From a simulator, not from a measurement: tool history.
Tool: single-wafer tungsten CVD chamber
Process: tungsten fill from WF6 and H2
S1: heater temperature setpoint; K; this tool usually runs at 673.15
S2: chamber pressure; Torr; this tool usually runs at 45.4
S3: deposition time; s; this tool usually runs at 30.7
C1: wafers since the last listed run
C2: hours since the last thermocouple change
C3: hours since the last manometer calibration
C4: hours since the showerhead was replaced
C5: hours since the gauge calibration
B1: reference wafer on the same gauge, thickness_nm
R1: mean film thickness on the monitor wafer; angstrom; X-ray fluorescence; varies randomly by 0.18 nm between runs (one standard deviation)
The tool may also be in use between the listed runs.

{"run": 1, "hour": 0.0, "S1": 673.15, "S2": 45.4, "S3": 26.5, "C1": 0, "C2": 2142.8, "C3": 1776.7, "C4": 5431.0, "C5": 75.6, "B1": 102.95, "R1": 904.55}
{"run": 2, "hour": 12.3, "S1": 673.15, "S2": 45.4, "S3": 30.7, "C1": 341, "C2": 2155.1, "C3": 1789.0, "C4": 5443.3, "C5": 87.9, "B1": 103.077, "R1": 1049.0}
{"run": 3, "hour": 30.0, "S1": 673.15, "S2": 45.4, "S3": 30.7, "C1": 491, "C2": 2172.8, "C3": 1806.7, "C4": 5461.0, "C5": 105.6, "B1": 103.001, "R1": 1048.14}
{"run": 4, "hour": 40.1, "S1": 673.15, "S2": 45.4, "S3": 30.7, "C1": 280, "C2": 2182.9, "C3": 1816.8, "C4": 5471.1, "C5": 115.7, "B1": 103.088, "R1": 1047.88}
{"run": 5, "hour": 52.5, "S1": 673.15, "S2": 45.4, "S3": 32.8, "C1": 344, "C2": 2195.3, "C3": 1829.2, "C4": 5483.5, "C5": 128.1, "B1": 103.008, "R1": 1117.49}
{"run": 6, "hour": 64.3, "S1": 673.15, "S2": 45.4, "S3": 32.8, "C1": 327, "C2": 2207.1, "C3": 1841.0, "C4": 5495.3, "C5": 139.9, "B1": 102.987, "R1": 1115.5}
{"hour": 65.9, "done": "gauge calibrated"}
{"run": 7, "hour": 71.0, "S1": 668.15, "S2": 45.4, "S3": 34.3, "C1": 186, "C2": 2213.8, "C3": 1847.7, "C4": 5502.0, "C5": 5.1, "B1": 102.981, "R1": 1043.1}
{"run": 8, "hour": 77.6, "S1": 673.15, "S2": 39.2, "S3": 30.7, "C1": 183, "C2": 2220.4, "C3": 1854.3, "C4": 5508.6, "C5": 11.7, "B1": 103.001, "R1": 974.09}
{"hour": 87.9, "done": "capacitance manometer re-zeroed and calibrated"}
{"run": 9, "hour": 88.4, "S1": 660.15, "S2": 45.4, "S3": 28.3, "C1": 77, "C2": 2231.2, "C3": 0.5, "C4": 5519.4, "C5": 22.5, "B1": 103.051, "R1": 717.42}
{"run": 10, "hour": 96.4, "S1": 673.15, "S2": 45.4, "S3": 25.6, "C1": 222, "C2": 2239.2, "C3": 8.5, "C4": 5527.4, "C5": 30.5, "B1": 102.977, "R1": 866.16}
{"hour": 113.7, "done": "thermocouple changed; heater temperature recalibrated"}
{"run": 11, "hour": 114.2, "S1": 666.15, "S2": 51.6, "S3": 34.1, "C1": 272, "C2": 0.5, "C3": 26.3, "C4": 5545.2, "C5": 48.3, "B1": 102.978, "R1": 1193.44}
{"hour": 127.4, "done": "showerhead replaced"}
{"run": 12, "hour": 127.9, "S1": 666.15, "S2": 51.6, "S3": 34.1, "C1": 158, "C2": 14.2, "C3": 40.0, "C4": 0.5, "C5": 62.0, "B1": 102.953, "R1": 1190.93}
{"run": 13, "hour": 132.4, "S1": 673.15, "S2": 45.4, "S3": 32.8, "C1": 124, "C2": 18.7, "C3": 44.5, "C4": 5.0, "C5": 66.5, "B1": 102.958, "R1": 1253.68}
{"run": 14, "hour": 149.8, "S1": 668.15, "S2": 39.1, "S3": 35.2, "C1": 483, "C2": 36.1, "C3": 61.9, "C4": 22.4, "C5": 83.9, "B1": 102.94, "R1": 1125.53}
{"run": 15, "hour": 166.8, "S1": 673.15, "S2": 37.6, "S3": 28.2, "C1": 472, "C2": 53.1, "C3": 78.9, "C4": 39.4, "C5": 100.9, "B1": 103.01, "R1": 986.27}
{"run": 16, "hour": 179.4, "S1": 684.15, "S2": 35.4, "S3": 34.6, "C1": 349, "C2": 65.7, "C3": 91.5, "C4": 52.0, "C5": 113.5, "B1": 103.058, "R1": 1464.03}

Predict each of these 5 candidate next runs independently; none follows another, all start after run 16:
{"run": "A", "hour": 179.8, "S1": 673.15, "S2": 45.4, "S3": 30.7, "C1": 11, "C2": 66.1, "C3": 91.9, "C4": 52.4, "C5": 113.9, "B1": "?", "R1": "?"}
{"run": "B", "hour": 179.8, "S1": 673.15, "S2": 56.4, "S3": 30.7, "C1": 11, "C2": 66.1, "C3": 91.9, "C4": 52.4, "C5": 113.9, "B1": "?", "R1": "?"}
{"run": "C", "hour": 179.8, "S1": 682.15, "S2": 55.5, "S3": 28.9, "C1": 11, "C2": 66.1, "C3": 91.9, "C4": 52.4, "C5": 113.9, "B1": "?", "R1": "?"}
{"run": "D", "hour": 179.8, "S1": 673.15, "S2": 52.4, "S3": 30.7, "C1": 11, "C2": 66.1, "C3": 91.9, "C4": 52.4, "C5": 113.9, "B1": "?", "R1": "?"}
{"run": "E", "hour": 179.8, "S1": 661.15, "S2": 41.6, "S3": 28.7, "C1": 11, "C2": 66.1, "C3": 91.9, "C4": 52.4, "C5": 113.9, "B1": "?", "R1": "?"}

run=A B1=103.103 R1=1174.52
run=B B1=103.103 R1=1297.39
run=C B1=103.103 R1=1451.24
run=D B1=103.103 R1=1255.03
run=E B1=103.103 R1=812.36
With the hidden condition removed and each run's random variation left untouched, the same runs would have given:
run=A R1=1170.54
run=B R1=1292.99
run=C R1=1446.74
run=D R1=1250.77
run=E R1=809.31
